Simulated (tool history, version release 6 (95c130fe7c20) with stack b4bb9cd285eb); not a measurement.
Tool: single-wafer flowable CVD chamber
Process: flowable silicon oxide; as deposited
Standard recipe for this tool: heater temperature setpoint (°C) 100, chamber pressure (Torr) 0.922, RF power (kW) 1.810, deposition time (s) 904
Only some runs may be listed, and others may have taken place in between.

run,hour,heater temperature setpoint (°C),chamber pressure (Torr),RF power (kW),deposition time (s),wafers since the last listed run,hours since the last thermocouple change,hours since the last RF generator calibration,hours since the last manometer calibration,hours since the showerhead was replaced,hours since the gauge calibration,"read-back reference wafer on the same gauge, thickness_nm",mean film thickness on the monitor wafer (Å)
1,0.0,100,0.922,1.810,904,0,43.0,173.2,2685.7,2835.0,916.4,537.466,6299.90
2,44.8,100,0.922,1.810,904,80,87.8,218.0,2730.5,2879.8,961.2,535.414,6366.50
# hour 107.6: showerhead replaced
3,108.1,100,0.922,1.810,904,99,151.1,281.3,2793.8,0.5,1024.5,537.636,6243.62
# hour 116.4: capacitance manometer re-zeroed and calibrated
4,137.5,100,0.922,1.645,837,38,180.5,310.7,21.1,29.9,1053.9,537.022,5715.91
5,177.2,100,1.100,1.810,1032,71,220.2,350.4,60.8,69.6,1093.6,537.578,8534.01
6,220.0,100,0.922,1.810,904,77,263.0,393.2,103.6,112.4,1136.4,537.968,6340.08
7,375.9,114,1.136,1.920,904,280,418.9,549.1,259.5,268.3,1292.3,535.922,4609.88
8,403.7,104,0.922,1.490,1001,50,446.7,576.9,287.3,296.1,1320.1,536.866,5595.32
9,447.3,100,0.922,1.540,904,78,490.3,620.5,330.9,339.7,1363.7,537.944,5953.92
10,474.1,100,0.922,1.810,1029,48,517.1,647.3,357.7,366.5,1390.5,536.150,7146.02
11,531.6,100,1.042,1.460,759,103,574.6,704.8,415.2,424.0,1448.0,536.425,5514.77
12,569.3,100,0.922,1.810,904,67,612.3,742.5,452.9,461.7,1485.7,538.220,6275.50
13,603.2,100,0.922,1.810,904,61,646.2,776.4,486.8,495.6,1519.6,536.728,6321.42
14,673.2,100,1.039,1.610,1055,126,716.2,846.4,556.8,565.6,1589.6,537.452,7937.48
15,721.3,100,1.061,1.810,904,86,764.3,894.5,604.9,613.7,1637.7,537.161,7175.66
16,758.5,108,0.850,1.925,964,67,801.5,931.7,642.1,650.9,1674.9,537.658,4669.24
17,802.3,94,0.922,1.810,784,78,845.3,975.5,685.9,694.7,1718.7,535.912,6778.22
# hour 806.1: gauge calibrated
18,832.5,115,0.922,1.920,1062,54,875.5,1005.7,716.1,724.9,26.4,537.980,4322.25
19,874.8,100,1.146,1.480,827,76,917.8,1048.0,758.4,767.2,68.7,537.012,6624.59
20,939.7,91,1.007,1.975,839,116,982.7,1112.9,823.3,832.1,133.6,536.873,9094.24
21,966.9,100,1.100,1.810,1032,49,1009.9,1140.1,850.5,859.3,160.8,537.334,8473.68
22,1028.7,100,0.922,1.810,904,111,1071.7,1201.9,912.3,921.1,222.6,536.950,6283.09
23,1071.2,100,0.793,1.535,904,76,1114.2,1244.4,954.8,963.6,265.1,537.714,5216.58
24,1131.8,91,0.708,1.475,795,109,1174.8,1305.0,1015.4,1024.2,325.7,536.557,5672.56

Forecast run 25:
25,1156.6,89,0.753,1.810,858,44,1199.6,1329.8,1040.2,1049.0,350.5,?,?

{"run 25": {"read-back reference wafer on the same gauge, thickness_nm": 537.773, "mean film thickness on the monitor wafer (Å)": 7387.6}}
With the hidden condition absent and the run-to-run variation left alone, this run would have shown mean film thickness on the monitor wafer (Å) 7387.60.
